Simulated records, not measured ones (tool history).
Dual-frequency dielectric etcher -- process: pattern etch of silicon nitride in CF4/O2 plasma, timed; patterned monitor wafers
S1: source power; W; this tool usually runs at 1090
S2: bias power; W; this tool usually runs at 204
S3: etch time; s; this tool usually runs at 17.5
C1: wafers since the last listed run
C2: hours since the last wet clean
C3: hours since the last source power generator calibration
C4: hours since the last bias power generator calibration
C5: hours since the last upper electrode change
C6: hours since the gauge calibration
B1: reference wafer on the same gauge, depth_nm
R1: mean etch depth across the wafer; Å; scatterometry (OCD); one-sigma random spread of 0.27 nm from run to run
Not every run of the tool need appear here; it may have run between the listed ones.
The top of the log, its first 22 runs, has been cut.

| run | day | S1 | S2 | S3 | C1 | C2 | C3 | C4 | C5 | C6 | B1 | R1 |
|---|---|---|---|---|---|---|---|---|---|---|---|---|
| 23 | 26.304 | 1270 | 164 | 13.5 | 425 | 258.8 | 402.7 | 240.5 | 552.4 | 196.5 | 73.6 | 567 |
| 24 | 28.771 | 1090 | 204 | 17.5 | 1271 | 318.0 | 461.9 | 299.7 | 611.6 | 255.7 | 73.5 | 704 |
|  | 30.846 | wet clean of the chamber |
| 25 | 30.867 | 1090 | 204 | 17.5 | 564 | 0.5 | 512.2 | 350.0 | 661.9 | 306.0 | 73.6 | 713 |
| 26 | 30.879 | 1090 | 254 | 16.0 | 6 | 0.8 | 512.5 | 350.3 | 662.2 | 306.3 | 73.7 | 704 |
| 27 | 31.579 | 1270 | 191 | 17.5 | 360 | 17.6 | 529.3 | 367.1 | 679.0 | 323.1 | 73.5 | 773 |
| 28 | 32.429 | 1090 | 188 | 17.5 | 438 | 38.0 | 549.7 | 387.5 | 699.4 | 343.5 | 73.6 | 698 |
| 29 | 33.088 | 1270 | 234 | 13.0 | 339 | 53.8 | 565.5 | 403.3 | 715.2 | 359.3 | 73.6 | 612 |
| 30 | 33.754 | 1090 | 178 | 21.5 | 343 | 69.8 | 581.5 | 419.3 | 731.2 | 375.3 | 73.6 | 841 |
| 31 | 34.829 | 940 | 237 | 15.0 | 554 | 95.6 | 607.3 | 445.1 | 757.0 | 401.1 | 73.6 | 586 |

Alternative continuations, all from the tool just after run 31; predict every row:
| A | 34.846 | 1090 | 204 | 17.5 | 8 | 96.0 | 607.7 | 445.5 | 757.4 | 401.5 | ? | ? |
| B | 34.846 | 840 | 204 | 20.5 | 8 | 96.0 | 607.7 | 445.5 | 757.4 | 401.5 | ? | ? |
| C | 34.846 | 1290 | 251 | 21.5 | 8 | 96.0 | 607.7 | 445.5 | 757.4 | 401.5 | ? | ? |

| run | B1 | R1 |
|---|---|---|
| A | 73.6 | 709 |
| B | 73.6 | 703 |
| C | 73.6 | 1046 |
Take away the tool's hidden state, keep each run's random variation, and the runs would have read:
| run | R1 |
|---|---|
| A | 716 |
| B | 710 |
| C | 1055 |

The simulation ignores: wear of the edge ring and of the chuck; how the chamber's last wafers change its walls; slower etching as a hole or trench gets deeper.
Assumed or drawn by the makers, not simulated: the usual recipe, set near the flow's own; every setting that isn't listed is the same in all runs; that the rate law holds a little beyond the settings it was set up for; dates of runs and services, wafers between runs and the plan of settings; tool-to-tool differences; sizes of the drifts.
